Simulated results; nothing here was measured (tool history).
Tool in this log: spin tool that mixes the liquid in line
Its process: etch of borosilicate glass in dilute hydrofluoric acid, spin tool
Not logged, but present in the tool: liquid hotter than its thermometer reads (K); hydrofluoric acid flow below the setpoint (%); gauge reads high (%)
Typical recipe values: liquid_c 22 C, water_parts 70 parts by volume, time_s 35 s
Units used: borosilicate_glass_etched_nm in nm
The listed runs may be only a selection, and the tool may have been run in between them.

run	hour	liquid_c	water_parts	time_s	wafers since the last listed run	hours since the thermometer was replaced	hours since the hydrofluoric acid flow meter was replaced	hours since the gauge calibration	read-back film thickness of the borosilicate glass reference wafer, read on the same gauge (nm)	borosilicate_glass_etched_nm
1	0	22	70	35	0	2062.7	1124.5	416.5	89.97	8.14
2	18.3	22	70	35	135	2081	1142.8	434.8	90.01	8.08
# hour 21.8: gauge calibrated
3	45.9	22	70	35	204	2108.6	1170.4	24.1	89.99	8.1
4	73.5	22	70	35	204	2136.2	1198	51.7	89.95	8.09
5	86.7	22	70	35	97	2149.4	1211.2	64.9	90.01	8.18
6	106.6	22	70	35	147	2169.3	1231.1	84.8	89.95	8.08
7	129.9	26	70	35	172	2192.6	1254.4	108.1	90.01	9.55
8	157.9	26	70	35	207	2220.6	1282.4	136.1	90.01	9.56
9	170.3	26	70	35	91	2233	1294.8	148.5	90.01	9.56
10	202.5	22	70	35	238	2265.2	1327	180.7	90.01	8.1
11	227.7	22	70	35	186	2290.4	1352.2	205.9	89.99	8.1
12	248.5	22	70	35	154	2311.2	1373	226.7	90.01	8.11
13	272	22	70	35	174	2334.7	1396.5	250.2	90.01	8.1
14	294.6	20.5	70	35	167	2357.3	1419.1	272.8	90.01	7.63
15	315.2	17.5	105	55	152	2377.9	1439.7	293.4	90.02	6.78
16	340.7	20.5	85	15	189	2403.4	1465.2	318.9	90.03	2.64
17	372	22	70	35	232	2434.7	1496.5	350.2	89.97	8.09
# hour 397.5: hydrofluoric acid flow meter replaced
18	398	27	90	50	185	2460.7	0.5	376.2	90	10.73
19	425.2	22	70	35	201	2487.9	27.7	403.4	90.01	8.13
20	443.7	26	95	15	137	2506.4	46.2	421.9	90	2.92
# hour 453.6: thermometer replaced
# hour 471.9: gauge calibrated
21	474.6	22	70	35	221	21	77.1	2.7	89.98	8.06
22	496.8	18	70	35	164	43.2	99.3	24.9	90.01	6.89
23	528.2	22	45	25	232	74.6	130.7	56.3	90.02	9.33
24	555.3	17.5	55	35	200	101.7	157.8	83.4	90.02	8.68
25	582.1	20.5	80	55	198	128.5	184.6	110.2	90	10.33
26	614.8	22	70	35	242	161.2	217.3	142.9	90	8.1
27	636.5	17	90	50	160	182.9	239	164.6	90	7.16
28	662.8	22	105	50	194	209.2	265.3	190.9	89.99	7.42
29	687.4	24	80	25	182	233.8	289.9	215.5	90.01	5.42

Predict each of these 3 candidate next runs independently; none follows another, all start after run 29:
A	687.8	22	40	35	2	234.2	290.3	215.9	?	?
B	687.8	18.5	70	35	2	234.2	290.3	215.9	?	?
C	687.8	18	90	40	2	234.2	290.3	215.9	?	?

run	read-back film thickness of the borosilicate glass reference wafer, read on the same gauge (nm)	borosilicate_glass_etched_nm
A	89.97	14.79
B	89.97	7.03
C	89.97	5.99
Stripped of hidden state, with their random variation kept, the same runs would have yielded:
run	borosilicate_glass_etched_nm
A	14.79
B	7.03
C	5.99

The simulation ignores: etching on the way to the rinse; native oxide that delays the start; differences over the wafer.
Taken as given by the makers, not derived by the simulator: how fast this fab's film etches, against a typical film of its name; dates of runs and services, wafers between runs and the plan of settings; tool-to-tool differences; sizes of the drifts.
